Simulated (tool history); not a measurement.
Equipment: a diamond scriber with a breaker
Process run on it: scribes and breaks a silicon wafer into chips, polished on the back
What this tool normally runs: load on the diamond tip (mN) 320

run     day  load on the diamond tip (mN)  wafers since the last listed run  hours since the diamond tip was replaced  hours since the load on the tip was calibrated  incoming depth of the damage left on the back of the incoming wafer, um  depth of the median crack under the scribed line (µm)  chips rejected at inspection after the break (%)
  1   0.000                           320                                 0                                     883.5                                          1208.9                                                                     0.03                                                  10.50                                              2.77
  2   2.454                           320                               136                                     942.4                                          1267.8                                                                     0.01                                                  10.51                                              3.11
  3   5.258                           320                               156                                    1009.7                                          1335.1                                                                     0.01                                                  10.55                                              2.87
  4   7.142                           320                               104                                    1054.9                                          1380.3                                                                     0.03                                                  10.51                                              2.96
      7.888  -- diamond tip replaced by a new one
  5   8.946                           320                                95                                      25.4                                          1423.6                                                                     0.01                                                  10.43                                              3.15
  6  15.504                           320                               365                                     182.8                                          1581.0                                                                     0.02                                                  10.07                                              3.13
  7  16.675                           320                                65                                     210.9                                          1609.1                                                                     0.01                                                  10.03                                              3.22
  8  18.538                           300                               103                                     255.6                                          1653.8                                                                     0.02                                                   9.64                                              5.49
  9  21.088                           341                               142                                     316.8                                          1715.0                                                                     0.01                                                  10.51                                              2.76
 10  22.958                           320                               104                                     361.7                                          1759.9                                                                     0.04                                                  10.02                                              3.86
 11  25.258                           320                               128                                     416.9                                          1815.1                                                                     0.02                                                  10.01                                              4.01
     25.458  -- load on the tip recalibrated
 12  26.338                           320                                55                                     442.8                                            21.1                                                                     0.02                                                  11.44                                              1.69
 13  28.754                           367                               134                                     500.8                                            79.1                                                                     0.03                                                  12.68                                              2.95
 14  31.008                           356                               125                                     554.9                                           133.2                                                                     0.03                                                  12.39                                              2.51
 15  32.771                           356                                98                                     597.2                                           175.5                                                                     0.03                                                  12.36                                              2.24
 16  34.783                           393                               112                                     645.5                                           223.8                                                                     0.05                                                  13.40                                              4.40
 17  36.808                           393                               112                                     694.1                                           272.4                                                                     0.05                                                  13.33                                              4.28
 18  38.988                           375                               121                                     746.4                                           324.7                                                                     0.02                                                  12.60                                              3.12
 19  40.621                           385                                91                                     785.6                                           363.9                                                                     0.02                                                  12.99                                              3.10
 20  42.396                           385                                98                                     828.2                                           406.5                                                                     0.02                                                  13.04                                              3.54
 21  45.158                           254                               153                                     894.5                                           472.8                                                                     0.03                                                   9.11                                              7.23
 22  47.312                           320                               120                                     946.2                                           524.5                                                                     0.03                                                  11.14                                              2.06
 23  48.971                           362                                92                                     986.0                                           564.3                                                                     0.03                                                  12.25                                              2.51
 24  51.867                           263                               161                                    1055.5                                           633.8                                                                     0.04                                                   9.33                                              6.09
 25  53.583                           232                                95                                    1096.7                                           675.0                                                                     0.05                                                   8.36                                             10.92
 26  56.429                           395                               158                                    1165.0                                           743.3                                                                     0.01                                                  12.87                                              3.65
 27  58.667                           378                               124                                    1218.7                                           797.0                                                                     0.03                                                  12.33                                              2.54
 28  60.179                           320                                84                                    1255.0                                           833.3                                                                     0.03                                                  10.98                                              2.38
     61.367  -- diamond tip replaced by a new one
 29  62.575                           254                               128                                      29.0                                           890.8                                                                     0.04                                                   8.75                                              8.20
 30  64.529                           380                               108                                      75.9                                           937.7                                                                     0.01                                                  12.15                                              2.48
 31  65.917                           365                                77                                     109.2                                           971.0                                                                     0.04                                                  11.70                                              2.04
 32  68.075                           231                               120                                     161.0                                          1022.8                                                                     0.03                                                   8.22                                             11.65
 33  69.229                           281                                64                                     188.7                                          1050.5                                                                     0.02                                                   9.68                                              5.17
 34  71.229                           252                               111                                     236.7                                          1098.5                                                                     0.04                                                   8.75                                              9.03
 35  73.554                           237                               129                                     292.5                                          1154.3                                                                     0.04                                                   8.16                                             12.84
 36  74.788                           371                                68                                     322.1                                          1183.9                                                                     0.04                                                  11.99                                              1.92
 37  76.746                           354                               109                                     369.1                                          1230.9                                                                     0.03                                                  11.38                                              2.26
 38  78.479                           407                                96                                     410.7                                          1272.5                                                                     0.04                                                  12.81                                              3.37
 39  80.112                           320                                91                                     449.9                                          1311.7                                                                     0.05                                                  10.38                                              2.58
 40  82.996                           348                               160                                     519.1                                          1380.9                                                                     0.04                                                  11.34                                              1.91

What differs in the tool's unlogged condition from the final listed run ahead of each entry between runs to the first listed run following it?
Runs 4 to 5: diamond tip replaced by a new one (day 7.888)
  deviation of the load on the tip from its setpoint, %: -11.2 -> -11.6
  difference, measured minus the result without the unlogged condition, depth of the median crack under the scribed line (µm): -1.10 -> -1.13; chips rejected at inspection after the break (%): +1.01 -> +1.11
Runs 11 to 12: load on the tip recalibrated (day 25.458)
  deviation of the load on the tip from its setpoint, %: -14.5 -> -0.0215
  difference, measured minus the result without the unlogged condition, depth of the median crack under the scribed line (µm): -1.40 -> +0.00; chips rejected at inspection after the break (%): +1.90 -> +0.00
Runs 28 to 29: diamond tip replaced by a new one (day 61.367)
  deviation of the load on the tip from its setpoint, %: -6.14 -> -6.58
  difference, measured minus the result without the unlogged condition, depth of the median crack under the scribed line (µm): -0.59 -> -0.50; chips rejected at inspection after the break (%): +0.30 -> +2.43
